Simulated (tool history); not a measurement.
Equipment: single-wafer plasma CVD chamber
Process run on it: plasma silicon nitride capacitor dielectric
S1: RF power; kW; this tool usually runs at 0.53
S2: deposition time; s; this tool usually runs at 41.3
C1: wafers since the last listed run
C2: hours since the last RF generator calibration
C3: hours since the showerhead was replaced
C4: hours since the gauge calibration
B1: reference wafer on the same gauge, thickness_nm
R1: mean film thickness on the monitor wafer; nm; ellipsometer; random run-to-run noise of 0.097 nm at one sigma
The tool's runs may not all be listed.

Run 1, hour 0: usual settings but S1 0.595 kW; C1 0; C2 2622.6; C3 7179.7; C4 43.3; B1 65.735. Result: R1 66.334 nm.
Run 2, hour 11.1: usual settings but S1 0.595 kW; C1 239; C2 2633.7; C3 7190.8; C4 54.4; B1 65.78. Result: R1 66.542 nm.
Run 3, hour 21.4: usual settings but S1 0.485 kW; C1 222; C2 2644; C3 7201.1; C4 64.7; B1 65.83. Result: R1 63.789 nm.
Run 4, hour 28.9: usual settings but S1 0.485 kW; C1 161; C2 2651.5; C3 7208.6; C4 72.2; B1 65.799. Result: R1 63.63 nm.
Run 5, hour 78.7: usual settings but S1 0.485 kW; C1 1075; C2 2701.3; C3 7258.4; C4 122; B1 65.866. Result: R1 63.474 nm.
At hour 94: showerhead replaced.
Run 6, hour 94.5: usual settings; C1 168; C2 2717.1; C3 0.5; C4 137.8; B1 65.849. Result: R1 64.926 nm.
Run 7, hour 97.1: usual settings; C1 56; C2 2719.7; C3 3.1; C4 140.4; B1 65.858. Result: R1 64.87 nm.
At hour 98.3: gauge calibrated.
Run 8, hour 113.5: usual settings but S2 37.5 s; C1 354; C2 2736.1; C3 19.5; C4 15.2; B1 65.496. Result: R1 58.69 nm.
At hour 126.8: RF generator calibrated.
Run 9, hour 128.1: usual settings; C1 142; C2 1.3; C3 34.1; C4 29.8; B1 65.593. Result: R1 64.49 nm.
Run 10, hour 139.7: usual settings but S2 46.4 s; C1 250; C2 12.9; C3 45.7; C4 41.4; B1 65.648. Result: R1 72.756 nm.
Run 11, hour 156: usual settings but S1 0.56 kW, S2 38.1 s; C1 351; C2 29.2; C3 62; C4 57.7; B1 65.684. Result: R1 60.477 nm.
Run 12, hour 172.3: usual settings but S1 0.6 kW; C1 351; C2 45.5; C3 78.3; C4 74; B1 65.757. Result: R1 66.581 nm.
Run 13, hour 184.8: usual settings but S2 48.9 s; C1 269; C2 58; C3 90.8; C4 86.5; B1 65.762. Result: R1 76.692 nm.
Run 14, hour 192.1: usual settings but S1 0.425 kW; C1 157; C2 65.3; C3 98.1; C4 93.8; B1 65.746. Result: R1 61.821 nm.
Run 15, hour 210.1: usual settings but S1 0.485 kW; C1 388; C2 83.3; C3 116.1; C4 111.8; B1 65.774. Result: R1 63.612 nm.

Predict each of these 3 candidate next runs independently; none follows another, all start after run 15:
Run A, hour 210.5: usual settings but S1 0.575 kW; C1 8; C2 83.7; C3 116.5; C4 112.2; B1 ?. Result: R1 ?.
Run B, hour 210.5: usual settings but S1 0.49 kW; C1 8; C2 83.7; C3 116.5; C4 112.2; B1 ?. Result: R1 ?.
Run C, hour 210.5: usual settings but S1 0.615 kW, S2 37.1 s; C1 8; C2 83.7; C3 116.5; C4 112.2; B1 ?. Result: R1 ?.

run     B1      R1
  A  65.77  66.098
  B  65.77  63.868
  C  65.77  60.266
The same runs, with their run-to-run variation unchanged, on a tool lacking any hidden condition would have given:
run      R1
  A  65.717
  B  63.501
  C  59.919
